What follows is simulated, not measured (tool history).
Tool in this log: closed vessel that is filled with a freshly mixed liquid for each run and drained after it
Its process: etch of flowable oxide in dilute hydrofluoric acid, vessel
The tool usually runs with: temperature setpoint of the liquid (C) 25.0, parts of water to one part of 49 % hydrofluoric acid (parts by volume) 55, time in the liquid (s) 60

run	day	temperature setpoint of the liquid (C)	parts of water to one part of 49 % hydrofluoric acid (parts by volume)	time in the liquid (s)	read-back film thickness of the flowable oxide reference wafer, read on the same gauge (nm)	thickness taken off the flowable oxide on a monitor wafer (angstrom)
1	0.000	25.0	55	60	139.99	503.3
2	0.696	25.0	55	60	139.98	502.5
3	2.100	25.0	55	60	140.02	504.1
4	3.142	25.0	55	60	139.96	502.3
5	3.808	25.0	55	60	139.98	507.1
6	4.967	25.0	55	60	139.98	498.8
7	5.879	25.0	55	60	140.01	498.7
8	7.004	25.0	40	85	139.99	995.9
# day 9.638: thermometer replaced
# day 10.804: gauge calibrated
9	10.971	25.0	40	85	140.01	1088.8
10	12.225	25.0	55	60	139.97	544.4
# day 12.771: hydrofluoric acid flow meter replaced
11	13.096	25.0	55	70	140.01	639.5
12	14.550	25.0	55	70	140.01	636.3
13	15.742	21.0	75	70	139.98	382.5
14	16.338	25.0	55	60	139.97	541.2
15	19.462	28.5	55	60	139.99	620.7
16	20.438	25.0	55	60	140.02	543.1
17	21.333	23.0	25	35	140.01	664.8
18	22.750	22.5	75	60	139.97	350.1
19	23.679	27.5	65	45	140.05	372.2
20	24.446	28.5	75	35	139.96	258.6
21	25.246	25.0	55	60	139.97	538.5
22	25.992	25.0	55	60	140.03	536.5
23	27.475	29.5	65	30	139.99	268.1
24	28.767	25.0	55	60	139.99	539.3
25	29.596	25.0	35	35	140.03	503.7

Here are 5 independent what-if runs from the current tool condition. What would each one return?
A	29.625	21.5	55	60	?	?
B	29.625	21.5	30	60	?	?
C	29.625	27.5	75	40	?	?
D	29.625	25.0	40	60	?	?
E	29.625	25.0	30	75	?	?

run	read-back film thickness of the flowable oxide reference wafer, read on the same gauge (nm)	thickness taken off the flowable oxide on a monitor wafer (angstrom)
A	140.01	458.2
B	140.01	866.3
C	140.01	278.8
D	140.01	743.3
E	140.01	1255.7
Take away the tool's hidden state, keep each run's random variation, and the runs would have read:
run	thickness taken off the flowable oxide on a monitor wafer (angstrom)
A	473.9
B	896.4
C	287.7
D	768.3
E	1298.3
